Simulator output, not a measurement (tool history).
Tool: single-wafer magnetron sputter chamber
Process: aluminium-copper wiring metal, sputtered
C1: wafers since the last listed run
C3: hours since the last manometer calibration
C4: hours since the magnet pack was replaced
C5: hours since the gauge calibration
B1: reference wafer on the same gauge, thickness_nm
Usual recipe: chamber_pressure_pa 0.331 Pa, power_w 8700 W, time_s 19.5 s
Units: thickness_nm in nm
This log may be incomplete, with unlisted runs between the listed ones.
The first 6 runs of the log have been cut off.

{"hour": 260.8, "done": "sputter target and shields replaced"}
{"run": 7, "hour": 264.6, "chamber_pressure_pa": 0.331, "power_w": 8700, "time_s": 19.5, "C1": 1043, "wafers on the sputter target": 73, "C3": 1030.9, "C4": 8858.3, "C5": 1002.7, "B1": 362.603, "thickness_nm": 342.299}
{"run": 8, "hour": 305.9, "chamber_pressure_pa": 0.331, "power_w": 8700, "time_s": 19.5, "C1": 799, "wafers on the sputter target": 873, "C3": 1072.2, "C4": 8899.6, "C5": 1044, "B1": 362.295, "thickness_nm": 341.203}
{"run": 9, "hour": 353.1, "chamber_pressure_pa": 0.331, "power_w": 8700, "time_s": 16.6, "C1": 913, "wafers on the sputter target": 1786, "C3": 1119.4, "C4": 8946.8, "C5": 1091.2, "B1": 363.223, "thickness_nm": 290.133}
{"run": 10, "hour": 377.8, "chamber_pressure_pa": 0.331, "power_w": 8700, "time_s": 16.6, "C1": 478, "wafers on the sputter target": 2265, "C3": 1144.1, "C4": 8971.5, "C5": 1115.9, "B1": 362.993, "thickness_nm": 289.584}
{"run": 11, "hour": 429.0, "chamber_pressure_pa": 0.331, "power_w": 9300, "time_s": 19.5, "C1": 991, "wafers on the sputter target": 3256, "C3": 1195.3, "C4": 9022.7, "C5": 1167.1, "B1": 363.627, "thickness_nm": 362.577}
{"run": 12, "hour": 498.9, "chamber_pressure_pa": 0.331, "power_w": 9300, "time_s": 19.5, "C1": 1353, "wafers on the sputter target": 4609, "C3": 1265.2, "C4": 9092.6, "C5": 1237, "B1": 363.192, "thickness_nm": 363.044}
{"run": 13, "hour": 526.1, "chamber_pressure_pa": 0.331, "power_w": 9300, "time_s": 19.5, "C1": 526, "wafers on the sputter target": 5136, "C3": 1292.4, "C4": 9119.8, "C5": 1264.2, "B1": 363.214, "thickness_nm": 361.212}
{"hour": 576.2, "done": "sputter target and shields replaced"}
{"hour": 581.8, "done": "magnet pack replaced"}
{"run": 14, "hour": 586.8, "chamber_pressure_pa": 0.331, "power_w": 8700, "time_s": 17.3, "C1": 911, "wafers on the sputter target": 96, "C3": 1353.1, "C4": 5, "C5": 1324.9, "B1": 362.776, "thickness_nm": 306.07}
{"run": 15, "hour": 652.9, "chamber_pressure_pa": 0.331, "power_w": 8700, "time_s": 17.3, "C1": 1279, "wafers on the sputter target": 1375, "C3": 1419.2, "C4": 71.1, "C5": 1391, "B1": 362.81, "thickness_nm": 304.924}
{"run": 16, "hour": 701.0, "chamber_pressure_pa": 0.331, "power_w": 8700, "time_s": 17.3, "C1": 931, "wafers on the sputter target": 2307, "C3": 1467.3, "C4": 119.2, "C5": 1439.1, "B1": 362.847, "thickness_nm": 307.523}
{"run": 17, "hour": 764.4, "chamber_pressure_pa": 0.331, "power_w": 8700, "time_s": 19.5, "C1": 1227, "wafers on the sputter target": 3534, "C3": 1530.7, "C4": 182.6, "C5": 1502.5, "B1": 362.833, "thickness_nm": 341.152}
{"run": 18, "hour": 828.0, "chamber_pressure_pa": 0.331, "power_w": 9650, "time_s": 20.5, "C1": 1231, "wafers on the sputter target": 4765, "C3": 1594.3, "C4": 246.2, "C5": 1566.1, "B1": 363.173, "thickness_nm": 397.79}
{"run": 19, "hour": 862.7, "chamber_pressure_pa": 0.331, "power_w": 8700, "time_s": 19.5, "C1": 671, "wafers on the sputter target": 5437, "C3": 1629, "C4": 280.9, "C5": 1600.8, "B1": 362.711, "thickness_nm": 336.627}
{"run": 20, "hour": 900.3, "chamber_pressure_pa": 0.243, "power_w": 10650, "time_s": 21.6, "C1": 727, "wafers on the sputter target": 6165, "C3": 1666.6, "C4": 318.5, "C5": 1638.4, "B1": 362.929, "thickness_nm": 486.199}
{"hour": 909.9, "done": "capacitance manometer re-zeroed and calibrated"}
{"run": 21, "hour": 945.4, "chamber_pressure_pa": 0.202, "power_w": 7250, "time_s": 19.5, "C1": 718, "wafers on the sputter target": 6883, "C3": 35.5, "C4": 363.6, "C5": 1683.5, "B1": 362.9, "thickness_nm": 303.021}

What does the tool deliver on the next run?
{"hour": 963.6, "done": "gauge calibrated"}
{"hour": 984.2, "done": "sputter target and shields replaced"}
{"run": 22, "hour": 991.0, "chamber_pressure_pa": 0.263, "power_w": 8700, "time_s": 22, "C1": 727, "wafers on the sputter target": 130, "C3": 81.1, "C4": 409.2, "C5": 27.4, "B1": "?", "thickness_nm": "?"}

For run 22 the tool returned B1 363.439, thickness_nm 409.609 nm.
Without the tool's hidden state the same run would have given thickness_nm 408.647 nm.

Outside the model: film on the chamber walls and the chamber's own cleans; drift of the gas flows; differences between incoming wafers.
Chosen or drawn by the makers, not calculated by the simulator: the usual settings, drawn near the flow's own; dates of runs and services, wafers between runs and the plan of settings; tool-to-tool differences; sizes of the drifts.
